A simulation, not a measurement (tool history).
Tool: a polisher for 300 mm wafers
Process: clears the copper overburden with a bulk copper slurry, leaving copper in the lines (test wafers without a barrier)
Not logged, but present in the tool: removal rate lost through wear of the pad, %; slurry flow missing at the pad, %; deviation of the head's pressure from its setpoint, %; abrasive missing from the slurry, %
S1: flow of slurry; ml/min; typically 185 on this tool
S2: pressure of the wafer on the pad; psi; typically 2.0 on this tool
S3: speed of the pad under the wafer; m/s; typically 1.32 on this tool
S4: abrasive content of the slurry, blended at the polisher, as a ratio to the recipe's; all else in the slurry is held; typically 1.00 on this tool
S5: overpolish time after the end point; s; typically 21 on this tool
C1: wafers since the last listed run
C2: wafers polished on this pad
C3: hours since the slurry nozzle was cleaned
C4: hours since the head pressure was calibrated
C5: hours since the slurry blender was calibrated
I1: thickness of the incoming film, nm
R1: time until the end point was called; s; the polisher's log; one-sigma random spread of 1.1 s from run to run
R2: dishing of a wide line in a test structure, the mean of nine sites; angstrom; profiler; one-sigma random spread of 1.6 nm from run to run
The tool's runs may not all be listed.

run 1 hour=0.0 | S1=185 S2=2.0 S3=1.58 S4=1.00 S5=21 | C1=0 C2=304 C3=377.7 C4=662.0 C5=209.9 | I1=738.1 | R1=85.8 R2=771
run 2 hour=27.6 | S1=185 S2=2.0 S3=1.58 S4=1.00 S5=21 | C1=213 C2=518 C3=405.3 C4=689.6 C5=237.5 | I1=734.1 | R1=84.1 R2=743
run 3 hour=52.5 | S1=185 S2=2.0 S3=1.58 S4=1.00 S5=21 | C1=192 C2=710 C3=430.2 C4=714.5 C5=262.4 | I1=734.9 | R1=85.9 R2=751
run 4 hour=64.6 | S1=185 S2=2.0 S3=1.32 S4=1.00 S5=21 | C1=93 C2=804 C3=442.3 C4=726.6 C5=274.5 | I1=732.0 | R1=102.1 R2=676
run 5 hour=126.0 | S1=185 S2=2.0 S3=1.32 S4=1.00 S5=21 | C1=475 C2=1279 C3=503.7 C4=788.0 C5=335.9 | I1=723.0 | R1=100.6 R2=678
run 6 hour=154.4 | S1=185 S2=2.0 S3=1.32 S4=1.00 S5=21 | C1=219 C2=1499 C3=532.1 C4=816.4 C5=364.3 | I1=730.0 | R1=101.9 R2=706
run 7 hour=166.8 | S1=185 S2=2.0 S3=1.32 S4=1.00 S5=21 | C1=95 C2=1595 C3=544.5 C4=828.8 C5=376.7 | I1=728.0 | R1=100.3 R2=685
-- hour=189.3 slurry blender recalibrated
-- hour=192.8 worn pad replaced by a new one
run 8 hour=193.3 | S1=185 S2=2.0 S3=1.32 S4=1.00 S5=21 | C1=162 C2=3 C3=571.0 C4=855.3 C5=4.0 | I1=735.9 | R1=102.5 R2=681
run 9 hour=215.8 | S1=185 S2=2.0 S3=1.32 S4=1.00 S5=21 | C1=174 C2=177 C3=593.5 C4=877.8 C5=26.5 | I1=723.4 | R1=100.5 R2=700
-- hour=226.2 slurry nozzle cleaned
run 10 hour=235.8 | S1=185 S2=2.0 S3=1.32 S4=1.00 S5=21 | C1=147 C2=324 C3=9.6 C4=897.8 C5=46.5 | I1=742.9 | R1=103.6 R2=704
run 11 hour=251.8 | S1=130 S2=2.2 S3=1.32 S4=1.15 S5=21 | C1=123 C2=448 C3=25.6 C4=913.8 C5=62.5 | I1=724.0 | R1=95.9 R2=723
run 12 hour=272.5 | S1=185 S2=2.0 S3=1.32 S4=0.85 S5=21 | C1=160 C2=608 C3=46.3 C4=934.5 C5=83.2 | I1=734.4 | R1=106.0 R2=667
-- hour=322.2 head pressure recalibrated
run 13 hour=359.9 | S1=185 S2=2.0 S3=1.32 S4=1.00 S5=21 | C1=660 C2=1269 C3=133.7 C4=37.7 C5=170.6 | I1=724.3 | R1=101.4 R2=694
run 14 hour=376.2 | S1=250 S2=2.0 S3=0.94 S4=1.15 S5=29 | C1=126 C2=1395 C3=150.0 C4=54.0 C5=186.9 | I1=715.0 | R1=129.9 R2=709
-- hour=406.6 worn pad replaced by a new one
run 15 hour=411.7 | S1=185 S2=2.0 S3=1.76 S4=1.20 S5=18 | C1=243 C2=39 C3=185.5 C4=89.5 C5=222.4 | I1=733.5 | R1=73.7 R2=721
run 16 hour=431.1 | S1=185 S2=2.0 S3=1.32 S4=1.00 S5=21 | C1=150 C2=189 C3=204.9 C4=108.9 C5=241.8 | I1=731.7 | R1=102.5 R2=703
run 17 hour=456.8 | S1=185 S2=2.0 S3=1.58 S4=1.00 S5=21 | C1=198 C2=388 C3=230.6 C4=134.6 C5=267.5 | I1=716.8 | R1=83.4 R2=772
run 18 hour=482.8 | S1=185 S2=2.0 S3=1.32 S4=1.00 S5=21 | C1=201 C2=589 C3=256.6 C4=160.6 C5=293.5 | I1=720.3 | R1=99.8 R2=693
run 19 hour=506.3 | S1=185 S2=1.8 S3=1.20 S4=1.25 S5=9 | C1=181 C2=771 C3=280.1 C4=184.1 C5=317.0 | I1=731.7 | R1=116.2 R2=360
-- hour=514.2 slurry blender recalibrated
run 20 hour=519.8 | S1=130 S2=2.0 S3=1.48 S4=1.00 S5=18 | C1=89 C2=860 C3=293.6 C4=197.6 C5=5.6 | I1=715.8 | R1=93.1 R2=634
run 21 hour=549.0 | S1=185 S2=2.0 S3=1.32 S4=1.00 S5=21 | C1=225 C2=1086 C3=322.8 C4=226.8 C5=34.8 | I1=737.2 | R1=102.9 R2=710
run 22 hour=574.7 | S1=185 S2=2.3 S3=1.32 S4=1.00 S5=21 | C1=198 C2=1285 C3=348.5 C4=252.5 C5=60.5 | I1=724.6 | R1=90.9 R2=728
run 23 hour=598.8 | S1=185 S2=2.0 S3=1.32 S4=1.20 S5=26 | C1=186 C2=1472 C3=372.6 C4=276.6 C5=84.6 | I1=725.8 | R1=96.2 R2=805
run 24 hour=626.3 | S1=210 S2=2.7 S3=1.32 S4=1.15 S5=32 | C1=212 C2=1684 C3=400.1 C4=304.1 C5=112.1 | I1=731.9 | R1=79.0 R2=980
-- hour=634.6 worn pad replaced by a new one
run 25 hour=656.1 | S1=210 S2=2.7 S3=1.32 S4=1.15 S5=32 | C1=199 C2=166 C3=429.9 C4=333.9 C5=141.9 | I1=720.7 | R1=76.7 R2=926
run 26 hour=684.1 | S1=130 S2=2.0 S3=1.32 S4=1.00 S5=21 | C1=216 C2=382 C3=457.9 C4=361.9 C5=169.9 | I1=717.7 | R1=104.5 R2=659
run 27 hour=714.9 | S1=155 S2=2.4 S3=1.32 S4=1.00 S5=32 | C1=238 C2=621 C3=488.7 C4=392.7 C5=200.7 | I1=729.1 | R1=90.4 R2=895
run 28 hour=744.9 | S1=185 S2=2.0 S3=1.32 S4=1.00 S5=21 | C1=232 C2=853 C3=518.7 C4=422.7 C5=230.7 | I1=718.7 | R1=99.5 R2=661
run 29 hour=762.2 | S1=185 S2=2.0 S3=1.32 S4=1.00 S5=26 | C1=133 C2=987 C3=536.0 C4=440.0 C5=248.0 | I1=728.4 | R1=100.3 R2=776

Give the tool's hidden conditions for every run:
removal rate lost through wear of the pad, %: 0 in every run
slurry flow missing at the pad, %: 0 in every run
deviation of the head's pressure from its setpoint, %: 0 in every run
abrasive missing from the slurry, %: 0 in every run
